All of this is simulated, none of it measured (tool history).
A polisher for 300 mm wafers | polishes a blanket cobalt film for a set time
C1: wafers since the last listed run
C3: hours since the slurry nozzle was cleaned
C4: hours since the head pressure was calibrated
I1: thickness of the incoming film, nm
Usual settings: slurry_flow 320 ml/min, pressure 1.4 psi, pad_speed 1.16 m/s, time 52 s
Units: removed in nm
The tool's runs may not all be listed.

Run 1, day 0: usual settings but time 45 s; C1 0; wafers polished on this pad 186; C3 487.9; C4 1109.7; I1 811.7. Result: removed 181.5 nm.
Run 2, day 1.258: usual settings but time 45 s; C1 310; wafers polished on this pad 497; C3 518.1; C4 1139.9; I1 830.8. Result: removed 177.7 nm.
Run 3, day 2.346: usual settings but time 45 s; C1 268; wafers polished on this pad 765; C3 544.2; C4 1166; I1 812. Result: removed 178.4 nm.
Run 4, day 3.625: usual settings; C1 316; wafers polished on this pad 1081; C3 574.9; C4 1196.7; I1 822.5. Result: removed 206.3 nm.
Run 5, day 4.562: usual settings; C1 231; wafers polished on this pad 1313; C3 597.4; C4 1219.2; I1 816.6. Result: removed 206.8 nm.
Run 6, day 5.188: usual settings; C1 154; wafers polished on this pad 1468; C3 612.4; C4 1234.2; I1 835.3. Result: removed 209.1 nm.
At day 5.617: worn pad replaced by a new one.
Run 7, day 6.688: usual settings; C1 329; wafers polished on this pad 264; C3 648.4; C4 1270.2; I1 832.1. Result: removed 209 nm.
Run 8, day 8.162: usual settings; C1 364; wafers polished on this pad 628; C3 683.8; C4 1305.6; I1 808. Result: removed 208.5 nm.
Run 9, day 9.275: usual settings but slurry_flow 275 ml/min; C1 274; wafers polished on this pad 903; C3 710.5; C4 1332.3; I1 821.2. Result: removed 203.8 nm.
At day 9.388: slurry nozzle cleaned.
Run 10, day 10.558: usual settings; C1 306; wafers polished on this pad 1210; C3 28.1; C4 1363.1; I1 805.5. Result: removed 213.7 nm.
Run 11, day 11.121: usual settings; C1 139; wafers polished on this pad 1349; C3 41.6; C4 1376.6; I1 830.3. Result: removed 210.1 nm.
At day 11.55: worn pad replaced by a new one.
Run 12, day 12.321: usual settings; C1 255; wafers polished on this pad 190; C3 70.4; C4 1405.4; I1 813.6. Result: removed 209.5 nm.
Run 13, day 13.358: usual settings but slurry_flow 275 ml/min; C1 256; wafers polished on this pad 446; C3 95.3; C4 1430.3; I1 825.6. Result: removed 206.3 nm.
Run 14, day 14.025: usual settings but pressure 1.6 psi; C1 164; wafers polished on this pad 611; C3 111.3; C4 1446.3; I1 817.6. Result: removed 231.1 nm.
Run 15, day 14.875: usual settings but pad_speed 1.38 m/s; C1 210; wafers polished on this pad 821; C3 131.7; C4 1466.7; I1 830.4. Result: removed 251 nm.
At day 17.779: worn pad replaced by a new one.
Run 16, day 18.3: usual settings but pad_speed 1.28 m/s, time 62 s; C1 805; wafers polished on this pad 128; C3 213.9; C4 1548.9; I1 815.5. Result: removed 277.9 nm.
Run 17, day 19.175: usual settings but slurry_flow 420 ml/min; C1 216; wafers polished on this pad 345; C3 234.9; C4 1569.9; I1 819.5. Result: removed 218.2 nm.
Run 18, day 20.258: usual settings but time 60 s; C1 267; wafers polished on this pad 612; C3 260.9; C4 1595.9; I1 837.8. Result: removed 242 nm.
Run 19, day 21.571: usual settings but pressure 1.7 psi; C1 324; wafers polished on this pad 937; C3 292.4; C4 1627.4; I1 829.4. Result: removed 240.7 nm.
At day 21.958: head pressure recalibrated.
At day 24.525: worn pad replaced by a new one.
Run 20, day 25.088: usual settings but slurry_flow 220 ml/min, pressure 1.6 psi; C1 807; wafers polished on this pad 139; C3 376.8; C4 75.1; I1 831.8. Result: removed 216.5 nm.
Run 21, day 26.158: usual settings but pad_speed 0.9 m/s; C1 264; wafers polished on this pad 404; C3 402.5; C4 100.8; I1 814.3. Result: removed 163.9 nm.
Run 22, day 26.975: usual settings but slurry_flow 250 ml/min, pressure 1.2 psi, pad_speed 1.4 m/s, time 47 s; C1 201; wafers polished on this pad 605; C3 422.1; C4 120.4; I1 826.3. Result: removed 198.5 nm.
Run 23, day 28.075: usual settings; C1 271; wafers polished on this pad 877; C3 448.5; C4 146.8; I1 814. Result: removed 210.4 nm.
Run 24, day 29.15: usual settings but slurry_flow 395 ml/min, time 58 s; C1 265; wafers polished on this pad 1143; C3 474.3; C4 172.6; I1 814.7. Result: removed 237.2 nm.
Run 25, day 29.662: usual settings but time 39 s; C1 126; wafers polished on this pad 1270; C3 486.6; C4 184.9; I1 825.5. Result: removed 155.3 nm.

Forecast each of these 4 alternatives for the next run:
Run A, day 29.679: usual settings but pad_speed 0.78 m/s; C1 4; wafers polished on this pad 1274; C3 487; C4 185.3; I1 819.7. Result: removed ?.
Run B, day 29.679: usual settings but slurry_flow 250 ml/min; C1 4; wafers polished on this pad 1274; C3 487; C4 185.3; I1 819.7. Result: removed ?.
Run C, day 29.679: usual settings but slurry_flow 385 ml/min; C1 4; wafers polished on this pad 1274; C3 487; C4 185.3; I1 819.7. Result: removed ?.
Run D, day 29.679: usual settings but time 46 s; C1 4; wafers polished on this pad 1274; C3 487; C4 185.3; I1 819.7. Result: removed ?.

run  removed
  A    140.6
  B    201.5
  C      213
  D    184.6
Without the tool's hidden state the same runs would have given:
run  removed
  A    144.7
  B    209.1
  C      218
  D    189.9
